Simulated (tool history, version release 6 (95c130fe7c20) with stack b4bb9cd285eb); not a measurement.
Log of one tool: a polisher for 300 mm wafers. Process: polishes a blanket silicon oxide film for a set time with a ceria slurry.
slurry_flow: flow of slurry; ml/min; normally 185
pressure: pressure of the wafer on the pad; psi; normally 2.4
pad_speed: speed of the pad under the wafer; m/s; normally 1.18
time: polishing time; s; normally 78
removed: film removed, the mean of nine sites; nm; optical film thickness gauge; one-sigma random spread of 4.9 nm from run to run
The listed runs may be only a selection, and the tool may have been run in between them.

| run | day | slurry_flow | pressure | pad_speed | time | incoming thickness of the incoming film, nm | removed |
|---|---|---|---|---|---|---|---|
| 1 | 0.000 | 185 | 2.8 | 1.18 | 78 | 1574.1 | 383.7 |
| 2 | 1.242 | 185 | 2.8 | 1.18 | 78 | 1560.2 | 379.8 |
| 3 | 3.346 | 170 | 2.4 | 1.18 | 78 | 1557.3 | 336.8 |
| 4 | 4.775 | 170 | 2.4 | 1.18 | 78 | 1581.3 | 330.8 |
|  | 6.296 | slurry nozzle cleaned |
|  | 8.900 | head pressure recalibrated |
|  | 11.471 | worn pad replaced by a new one |
| 5 | 13.658 | 185 | 2.4 | 1.18 | 78 | 1583.4 | 351.9 |
| 6 | 16.433 | 185 | 2.4 | 1.18 | 78 | 1556.3 | 340.1 |
| 7 | 18.446 | 185 | 2.4 | 1.18 | 78 | 1549.6 | 337.9 |
| 8 | 20.821 | 185 | 2.4 | 1.18 | 78 | 1550.5 | 333.2 |
|  | 21.533 | slurry nozzle cleaned |
| 9 | 21.842 | 185 | 2.4 | 1.18 | 90 | 1552.7 | 415.2 |
| 10 | 23.512 | 185 | 2.1 | 1.18 | 78 | 1570.6 | 326.9 |
| 11 | 26.083 | 185 | 2.4 | 1.18 | 78 | 1548.7 | 357.5 |
|  | 29.479 | worn pad replaced by a new one |
| 12 | 34.812 | 185 | 2.4 | 1.18 | 78 | 1551.0 | 338.9 |
| 13 | 36.067 | 185 | 2.4 | 1.18 | 78 | 1574.4 | 336.1 |
|  | 36.488 | slurry nozzle cleaned |
| 14 | 37.088 | 185 | 2.4 | 1.18 | 78 | 1553.3 | 345.1 |
| 15 | 39.317 | 185 | 2.4 | 1.18 | 61 | 1541.9 | 274.7 |
| 16 | 41.946 | 185 | 2.4 | 1.18 | 78 | 1570.5 | 346.2 |
| 17 | 43.754 | 185 | 2.4 | 1.18 | 78 | 1564.3 | 352.2 |
| 18 | 46.446 | 155 | 1.8 | 1.18 | 56 | 1565.2 | 204.5 |
|  | 47.004 | worn pad replaced by a new one |
| 19 | 48.167 | 245 | 2.6 | 1.04 | 55 | 1551.8 | 231.6 |
|  | 54.367 | head pressure recalibrated |
|  | 55.079 | slurry nozzle cleaned |
| 20 | 55.450 | 145 | 2.4 | 1.46 | 78 | 1586.2 | 425.1 |
| 21 | 57.221 | 185 | 2.4 | 1.18 | 78 | 1560.9 | 349.6 |
| 22 | 58.696 | 170 | 2.4 | 1.18 | 78 | 1539.7 | 352.8 |
| 23 | 60.271 | 220 | 2.4 | 1.18 | 78 | 1579.2 | 354.3 |
| 24 | 64.692 | 185 | 1.9 | 0.86 | 78 | 1579.5 | 220.6 |
|  | 65.525 | worn pad replaced by a new one |
| 25 | 67.400 | 185 | 2.4 | 1.34 | 91 | 1588.7 | 442.5 |
| 26 | 70.225 | 185 | 2.8 | 1.18 | 78 | 1574.5 | 356.1 |
| 27 | 72.142 | 185 | 2.4 | 1.18 | 97 | 1534.3 | 397.6 |
|  | 72.479 | slurry nozzle cleaned |
| 28 | 74.962 | 135 | 2.4 | 1.18 | 100 | 1564.6 | 422.0 |
| 29 | 76.717 | 155 | 1.8 | 0.90 | 78 | 1556.8 | 216.5 |
| 30 | 79.129 | 135 | 2.6 | 1.18 | 78 | 1554.8 | 347.6 |
| 31 | 81.425 | 135 | 2.6 | 1.18 | 78 | 1551.6 | 339.1 |
| 32 | 83.271 | 185 | 1.7 | 1.18 | 78 | 1536.9 | 275.4 |

Below, some changes in removed between adjacent runs. For each, the amount present without the hidden state too (settings, incoming material, random variation) and the amount remaining for the hidden state with gauge scatter not shared by both compared results:
The hidden state here: removal rate lost through wear of the pad, %; slurry flow missing at the pad, %; deviation of the head's pressure from its setpoint, %.
Run 8 -> 9: time 78 -> 90, slurry nozzle cleaned. removed +82.0 nm: hidden state +28.3, all else +53.7.
Run 19 -> 20: slurry_flow 245 -> 145, pressure 2.6 -> 2.4, pad_speed 1.04 -> 1.46, time 55 -> 78, head pressure recalibrated, slurry nozzle cleaned. removed +193.5 nm: hidden state +4.3, all else +189.2.
Run 24 -> 25: pressure 1.9 -> 2.4, pad_speed 0.86 -> 1.34, time 78 -> 91, worn pad replaced by a new one. removed +221.9 nm: hidden state -17.2, all else +239.1.
Run 26 -> 27: pressure 2.8 -> 2.4, time 78 -> 97. removed +41.5 nm: hidden state -21.0, all else +62.5.
Run 27 -> 28: slurry_flow 185 -> 135, time 97 -> 100, slurry nozzle cleaned. removed +24.4 nm: hidden state +49.0, all else -24.6.
Run 28 -> 29: slurry_flow 135 -> 155, pressure 2.4 -> 1.8, pad_speed 1.18 -> 0.90, time 100 -> 78. removed -205.5 nm: hidden state +2.2, all else -207.7.

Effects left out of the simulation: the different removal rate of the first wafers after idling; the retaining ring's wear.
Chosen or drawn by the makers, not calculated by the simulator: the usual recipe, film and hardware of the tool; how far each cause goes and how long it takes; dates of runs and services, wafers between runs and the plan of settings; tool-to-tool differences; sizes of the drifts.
